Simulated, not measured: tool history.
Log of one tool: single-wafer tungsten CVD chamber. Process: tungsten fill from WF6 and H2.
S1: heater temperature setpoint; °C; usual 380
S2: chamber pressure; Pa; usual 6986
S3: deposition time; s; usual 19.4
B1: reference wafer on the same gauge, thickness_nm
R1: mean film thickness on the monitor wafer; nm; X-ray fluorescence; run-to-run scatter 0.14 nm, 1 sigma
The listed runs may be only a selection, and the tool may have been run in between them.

{"run": 1, "day": 0.0, "S1": 375, "S2": 5959, "S3": 19.4, "B1": 41.827, "R1": 41.516}
{"run": 2, "day": 1.438, "S1": 375, "S2": 5959, "S3": 19.4, "B1": 41.869, "R1": 41.54}
{"run": 3, "day": 2.442, "S1": 375, "S2": 5959, "S3": 19.4, "B1": 41.751, "R1": 41.374}
{"run": 4, "day": 3.504, "S1": 380, "S2": 6986, "S3": 19.4, "B1": 41.766, "R1": 48.766}
{"run": 5, "day": 4.029, "S1": 380, "S2": 6986, "S3": 19.4, "B1": 41.781, "R1": 49.2}
{"run": 6, "day": 4.721, "S1": 380, "S2": 6986, "S3": 19.4, "B1": 41.817, "R1": 48.85}
{"run": 7, "day": 5.842, "S1": 385, "S2": 6986, "S3": 19.4, "B1": 41.838, "R1": 54.118}
{"run": 8, "day": 7.092, "S1": 385, "S2": 6986, "S3": 19.4, "B1": 41.819, "R1": 54.28}
{"run": 9, "day": 8.383, "S1": 385, "S2": 6986, "S3": 19.4, "B1": 41.743, "R1": 54.264}
{"run": 10, "day": 8.929, "S1": 380, "S2": 6986, "S3": 21.3, "B1": 41.824, "R1": 53.859}
{"run": 11, "day": 9.625, "S1": 380, "S2": 7759, "S3": 19.4, "B1": 41.745, "R1": 50.893}
{"run": 12, "day": 11.888, "S1": 383, "S2": 5973, "S3": 19.4, "B1": 41.769, "R1": 48.704}
{"run": 13, "day": 13.242, "S1": 383, "S2": 5973, "S3": 19.4, "B1": 41.798, "R1": 48.761}
{"run": 14, "day": 14.729, "S1": 383, "S2": 5973, "S3": 19.4, "B1": 41.78, "R1": 50.46}
{"run": 15, "day": 16.108, "S1": 375, "S2": 5959, "S3": 19.4, "B1": 41.757, "R1": 42.567}
{"run": 16, "day": 17.225, "S1": 385, "S2": 5626, "S3": 19.4, "B1": 41.775, "R1": 50.763}
{"run": 17, "day": 17.821, "S1": 380, "S2": 8146, "S3": 19.4, "B1": 41.782, "R1": 53.423}
{"run": 18, "day": 18.529, "S1": 380, "S2": 6986, "S3": 21.4, "B1": 41.791, "R1": 55.227}
{"run": 19, "day": 19.892, "S1": 376, "S2": 7973, "S3": 17.1, "B1": 41.787, "R1": 42.625}
{"run": 20, "day": 20.967, "S1": 375, "S2": 5959, "S3": 19.4, "B1": 41.811, "R1": 42.149}
{"run": 21, "day": 22.412, "S1": 380, "S2": 6986, "S3": 19.4, "B1": 41.796, "R1": 49.842}
{"run": 22, "day": 23.1, "S1": 369, "S2": 6986, "S3": 20.9, "B1": 41.855, "R1": 42.542}
{"run": 23, "day": 24.379, "S1": 380, "S2": 6986, "S3": 19.4, "B1": 41.817, "R1": 49.744}
{"run": 24, "day": 28.054, "S1": 380, "S2": 6986, "S3": 19.4, "B1": 41.79, "R1": 48.662}
{"run": 25, "day": 28.804, "S1": 387, "S2": 8693, "S3": 17.8, "B1": 41.815, "R1": 58.948}
{"run": 26, "day": 29.962, "S1": 384, "S2": 7719, "S3": 22.8, "B1": 41.768, "R1": 66.006}
{"run": 27, "day": 33.175, "S1": 380, "S2": 6986, "S3": 15.8, "B1": 41.812, "R1": 39.661}
{"run": 28, "day": 34.158, "S1": 393, "S2": 6986, "S3": 18.3, "B1": 41.783, "R1": 59.383}

The log once held 4 entries between its listed runs, left out of this copy. Where does each go, and what is different about the tool's unlogged condition between the listed run before it and the listed run after it?
From run 13 to run 14: capacitance manometer re-zeroed and calibrated (day 13.938)
  true pressure above the setpoint (%): -7.9 -> -0.459
  measured result minus the result with no hidden state, R1: -1.632 -> -0.093 nm
From run 17 to run 18: thermocouple changed; heater temperature recalibrated (day 18.188)
  true pressure above the setpoint (%): -1.9 -> -2.18
  measured result minus the result with no hidden state, R1: -0.4 -> -0.477 nm
From run 18 to run 19: gauge calibrated (day 19.004)
  true pressure above the setpoint (%): -2.18 -> -2.69
  measured result minus the result with no hidden state, R1: -0.477 -> -0.456 nm
From run 23 to run 24: showerhead replaced, of another model than before (day 25.45)
  true pressure above the setpoint (%): -4.06 -> -4.89
  measured result minus the result with no hidden state, R1: -0.817 -> -1.705 nm

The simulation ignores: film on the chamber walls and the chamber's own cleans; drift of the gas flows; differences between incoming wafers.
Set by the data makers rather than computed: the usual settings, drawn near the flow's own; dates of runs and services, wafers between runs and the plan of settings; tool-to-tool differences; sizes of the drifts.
